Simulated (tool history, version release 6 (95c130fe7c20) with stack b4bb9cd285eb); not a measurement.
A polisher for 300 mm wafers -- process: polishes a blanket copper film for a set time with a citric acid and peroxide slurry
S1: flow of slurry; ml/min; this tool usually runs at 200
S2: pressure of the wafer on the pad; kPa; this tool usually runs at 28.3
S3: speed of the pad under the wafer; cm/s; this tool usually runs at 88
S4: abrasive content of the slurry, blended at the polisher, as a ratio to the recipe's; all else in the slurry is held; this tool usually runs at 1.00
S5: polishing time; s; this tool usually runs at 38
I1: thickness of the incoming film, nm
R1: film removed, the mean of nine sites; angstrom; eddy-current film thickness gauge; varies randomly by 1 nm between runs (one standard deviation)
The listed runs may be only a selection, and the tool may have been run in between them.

run 1 hour=0.0 | S1=200 S2=28.3 S3=88 S4=1.00 S5=38 | I1=543.8 | R1=1089
run 2 hour=11.3 | S1=200 S2=28.3 S3=88 S4=1.00 S5=38 | I1=547.8 | R1=1054
run 3 hour=19.8 | S1=200 S2=28.3 S3=88 S4=1.00 S5=38 | I1=548.3 | R1=1042
run 4 hour=27.6 | S1=200 S2=28.3 S3=88 S4=1.00 S5=38 | I1=537.8 | R1=1014
run 5 hour=41.9 | S1=200 S2=28.3 S3=112 S4=1.00 S5=38 | I1=544.6 | R1=1189
run 6 hour=51.3 | S1=200 S2=28.3 S3=112 S4=1.00 S5=38 | I1=538.9 | R1=1180
run 7 hour=63.4 | S1=200 S2=28.3 S3=112 S4=1.00 S5=38 | I1=541.1 | R1=1172
-- hour=68.9 worn pad replaced by a new one, of another model than before
run 8 hour=76.0 | S1=200 S2=28.3 S3=88 S4=1.00 S5=38 | I1=538.7 | R1=1065
run 9 hour=82.3 | S1=200 S2=28.3 S3=88 S4=1.00 S5=38 | I1=529.8 | R1=1039
run 10 hour=90.6 | S1=200 S2=28.3 S3=88 S4=1.00 S5=38 | I1=548.9 | R1=1045
run 11 hour=96.7 | S1=180 S2=20.7 S3=88 S4=1.00 S5=38 | I1=533.9 | R1=913
run 12 hour=112.4 | S1=180 S2=20.7 S3=88 S4=1.00 S5=38 | I1=541.4 | R1=923
run 13 hour=119.7 | S1=265 S2=28.3 S3=106 S4=1.00 S5=38 | I1=537.4 | R1=1113
run 14 hour=128.5 | S1=200 S2=28.3 S3=88 S4=1.00 S5=38 | I1=535.1 | R1=1013
run 15 hour=145.1 | S1=200 S2=33.8 S3=80 S4=0.70 S5=38 | I1=537.1 | R1=980
-- hour=150.4 worn pad replaced by a new one
run 16 hour=157.6 | S1=200 S2=32.4 S3=108 S4=1.20 S5=42 | I1=537.9 | R1=1390
run 17 hour=175.3 | S1=200 S2=28.3 S3=88 S4=0.80 S5=38 | I1=531.3 | R1=1007
-- hour=188.4 slurry blender recalibrated
run 18 hour=188.9 | S1=170 S2=28.3 S3=116 S4=1.00 S5=35 | I1=533.7 | R1=1032
-- hour=194.7 head pressure recalibrated
run 19 hour=196.2 | S1=200 S2=19.3 S3=116 S4=1.00 S5=38 | I1=544.1 | R1=1022
run 20 hour=213.8 | S1=200 S2=28.3 S3=88 S4=1.00 S5=38 | I1=544.6 | R1=1008
run 21 hour=224.0 | S1=200 S2=18.6 S3=88 S4=1.00 S5=44 | I1=541.7 | R1=1043
-- hour=229.7 slurry nozzle cleaned
-- hour=235.9 worn pad replaced by a new one
run 22 hour=236.4 | S1=200 S2=34.5 S3=88 S4=1.00 S5=32 | I1=538.0 | R1=982
run 23 hour=243.1 | S1=200 S2=22.1 S3=72 S4=1.20 S5=38 | I1=537.9 | R1=955
run 24 hour=254.8 | S1=150 S2=28.3 S3=88 S4=1.10 S5=51 | I1=550.6 | R1=1387
run 25 hour=264.8 | S1=200 S2=28.3 S3=78 S4=1.00 S5=44 | I1=540.6 | R1=1137
run 26 hour=276.7 | S1=160 S2=28.3 S3=88 S4=0.80 S5=44 | I1=547.4 | R1=1131
run 27 hour=282.9 | S1=200 S2=28.3 S3=88 S4=0.75 S5=38 | I1=548.2 | R1=976
run 28 hour=297.0 | S1=200 S2=28.3 S3=88 S4=1.00 S5=51 | I1=539.8 | R1=1377
-- hour=309.0 worn pad replaced by a new one
run 29 hour=309.5 | S1=200 S2=28.3 S3=88 S4=1.00 S5=38 | I1=535.3 | R1=1071

Alternative continuations, all from the tool just after run 29; predict every row:
run A hour=309.9 | S1=200 S2=28.3 S3=88 S4=1.00 S5=30 | I1=542.7 | R1=?
run B hour=309.9 | S1=200 S2=28.3 S3=72 S4=1.00 S5=38 | I1=542.7 | R1=?
run C hour=309.9 | S1=200 S2=28.3 S3=76 S4=1.00 S5=33 | I1=542.7 | R1=?
run D hour=309.9 | S1=200 S2=28.3 S3=88 S4=1.25 S5=38 | I1=542.7 | R1=?
run E hour=309.9 | S1=200 S2=25.5 S3=112 S4=1.00 S5=45 | I1=542.7 | R1=?

run=A R1=867
run=B R1=1022
run=C R1=904
run=D R1=1140
run=E R1=1390
What these runs would have given with no unlogged condition in the tool:
run=A R1=885
run=B R1=1043
run=C R1=923
run=D R1=1165
run=E R1=1419
